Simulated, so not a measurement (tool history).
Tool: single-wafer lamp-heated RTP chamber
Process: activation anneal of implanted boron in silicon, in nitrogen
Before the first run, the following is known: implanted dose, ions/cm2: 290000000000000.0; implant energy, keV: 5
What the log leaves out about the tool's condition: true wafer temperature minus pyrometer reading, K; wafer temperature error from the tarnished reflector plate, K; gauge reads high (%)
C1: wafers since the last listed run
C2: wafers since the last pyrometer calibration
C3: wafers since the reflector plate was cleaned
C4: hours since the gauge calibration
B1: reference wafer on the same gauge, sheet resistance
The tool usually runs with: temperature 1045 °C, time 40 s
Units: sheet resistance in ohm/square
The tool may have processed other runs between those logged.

{"run": 1, "hour": 0.0, "temperature": 1036, "time": 40, "C1": 0, "C2": 2539, "C3": 2245, "C4": 752.0, "B1": 468.05, "sheet resistance": 415.93}
{"run": 2, "hour": 26.9, "temperature": 1036, "time": 40, "C1": 430, "C2": 2969, "C3": 2675, "C4": 778.9, "B1": 467.98, "sheet resistance": 415.69}
{"run": 3, "hour": 70.3, "temperature": 1037, "time": 40, "C1": 694, "C2": 3664, "C3": 3370, "C4": 822.3, "B1": 467.89, "sheet resistance": 414.19}
{"run": 4, "hour": 113.4, "temperature": 1045, "time": 40, "C1": 689, "C2": 4353, "C3": 4059, "C4": 865.4, "B1": 467.94, "sheet resistance": 411.25}
{"run": 5, "hour": 184.8, "temperature": 1045, "time": 40, "C1": 1142, "C2": 5496, "C3": 5202, "C4": 936.8, "B1": 468.0, "sheet resistance": 409.81}
{"run": 6, "hour": 228.3, "temperature": 1057, "time": 40, "C1": 696, "C2": 6192, "C3": 5898, "C4": 980.3, "B1": 467.99, "sheet resistance": 405.22}
{"hour": 257.6, "done": "pyrometer window cleaned and pyrometer calibrated"}
{"run": 7, "hour": 267.9, "temperature": 1057, "time": 40, "C1": 505, "C2": 165, "C3": 6404, "C4": 1019.9, "B1": 468.18, "sheet resistance": 408.76}
{"hour": 301.5, "done": "reflector plate cleaned"}
{"run": 8, "hour": 326.3, "temperature": 1061, "time": 40, "C1": 806, "C2": 971, "C3": 397, "C4": 1078.3, "B1": 467.84, "sheet resistance": 409.16}
{"run": 9, "hour": 351.2, "temperature": 1045, "time": 40, "C1": 398, "C2": 1369, "C3": 795, "C4": 1103.2, "B1": 467.97, "sheet resistance": 414.34}
{"run": 10, "hour": 396.9, "temperature": 1045, "time": 40, "C1": 731, "C2": 2101, "C3": 1527, "C4": 1148.9, "B1": 468.15, "sheet resistance": 413.94}
{"run": 11, "hour": 466.7, "temperature": 1045, "time": 40, "C1": 1116, "C2": 3218, "C3": 2644, "C4": 1218.7, "B1": 467.82, "sheet resistance": 412.54}
{"run": 12, "hour": 527.7, "temperature": 1045, "time": 40, "C1": 976, "C2": 4194, "C3": 3620, "C4": 1279.7, "B1": 468.11, "sheet resistance": 413.03}
{"run": 13, "hour": 554.4, "temperature": 1045, "time": 40, "C1": 427, "C2": 4621, "C3": 4047, "C4": 1306.4, "B1": 468.0, "sheet resistance": 411.39}
{"run": 14, "hour": 609.5, "temperature": 1045, "time": 40, "C1": 881, "C2": 5503, "C3": 4929, "C4": 1361.5, "B1": 468.05, "sheet resistance": 410.29}
{"run": 15, "hour": 641.4, "temperature": 1058, "time": 40, "C1": 510, "C2": 6013, "C3": 5439, "C4": 1393.4, "B1": 467.92, "sheet resistance": 405.44}
{"hour": 676.3, "done": "gauge calibrated"}
{"hour": 684.8, "done": "pyrometer window cleaned and pyrometer calibrated"}
{"run": 16, "hour": 685.3, "temperature": 1030, "time": 40, "C1": 574, "C2": 8, "C3": 6013, "C4": 9.0, "B1": 468.01, "sheet resistance": 416.49}
{"run": 17, "hour": 740.8, "temperature": 1037, "time": 28, "C1": 888, "C2": 896, "C3": 6902, "C4": 64.5, "B1": 468.01, "sheet resistance": 418.2}
{"run": 18, "hour": 796.8, "temperature": 1016, "time": 40, "C1": 896, "C2": 1792, "C3": 7798, "C4": 120.5, "B1": 468.1, "sheet resistance": 418.79}
{"hour": 821.5, "done": "reflector plate cleaned"}
{"run": 19, "hour": 863.5, "temperature": 1054, "time": 49, "C1": 939, "C2": 2731, "C3": 672, "C4": 187.2, "B1": 468.08, "sheet resistance": 407.99}
{"run": 20, "hour": 892.9, "temperature": 1057, "time": 25, "C1": 470, "C2": 3202, "C3": 1142, "C4": 216.6, "B1": 468.22, "sheet resistance": 416.45}
{"run": 21, "hour": 926.6, "temperature": 1045, "time": 47, "C1": 539, "C2": 3741, "C3": 1681, "C4": 250.3, "B1": 467.84, "sheet resistance": 409.97}
{"run": 22, "hour": 974.4, "temperature": 1045, "time": 40, "C1": 764, "C2": 4506, "C3": 2446, "C4": 298.1, "B1": 467.95, "sheet resistance": 410.54}
{"hour": 1102.4, "done": "pyrometer window cleaned and pyrometer calibrated"}
{"run": 23, "hour": 1122.5, "temperature": 1037, "time": 48, "C1": 2241, "C2": 322, "C3": 4688, "C4": 446.2, "B1": 467.89, "sheet resistance": 413.08}
{"run": 24, "hour": 1155.2, "temperature": 1037, "time": 17, "C1": 523, "C2": 845, "C3": 5211, "C4": 478.9, "B1": 468.1, "sheet resistance": 424.34}
{"hour": 1268.3, "done": "reflector plate cleaned"}
{"run": 25, "hour": 1300.0, "temperature": 1045, "time": 40, "C1": 2189, "C2": 3034, "C3": 507, "C4": 623.7, "B1": 467.95, "sheet resistance": 413.15}
{"run": 26, "hour": 1368.9, "temperature": 1017, "time": 19, "C1": 1102, "C2": 4136, "C3": 1610, "C4": 692.6, "B1": 468.15, "sheet resistance": 426.67}
{"run": 27, "hour": 1405.3, "temperature": 1045, "time": 40, "C1": 582, "C2": 4719, "C3": 2192, "C4": 729.0, "B1": 468.08, "sheet resistance": 411.97}
{"run": 28, "hour": 1464.3, "temperature": 1070, "time": 40, "C1": 944, "C2": 5663, "C3": 3136, "C4": 788.0, "B1": 467.98, "sheet resistance": 403.0}

Run-by-run hidden state of the tool:
gauge reads high (%): 0, the same for each run
H1: true wafer temperature minus pyrometer reading, K
H2: wafer temperature error from the tarnished reflector plate, K
run=1 H1=3.15 H2=2.25
run=2 H1=3.9 H2=2.54
run=3 H1=5.34 H2=3.13
run=4 H1=7.05 H2=3.84
run=5 H1=10.5 H2=5.32
run=6 H1=13 H2=6.39
run=7 H1=2.01 H2=7.49
run=8 H1=2.37 H2=0.176
run=9 H1=2.68 H2=0.242
run=10 H1=3.5 H2=0.479
run=11 H1=5.37 H2=1.13
run=12 H1=7.62 H2=1.98
run=13 H1=8.78 H2=2.44
run=14 H1=11.5 H2=3.54
run=15 H1=13.3 H2=4.28
run=16 H1=1.74 H2=5.41
run=17 H1=1.98 H2=7.04
run=18 H1=2.7 H2=8.91
run=19 H1=4.19 H2=1.22
run=20 H1=5.07 H2=1.34
run=21 H1=6.24 H2=1.55
run=22 H1=8.19 H2=1.99
run=23 H1=0.887 H2=4.39
run=24 H1=1.07 H2=5.13
run=25 H1=3.86 H2=0.0516
run=26 H1=6.32 H2=0.377
run=27 H1=7.92 H2=0.686
run=28 H1=10.9 H2=1.39
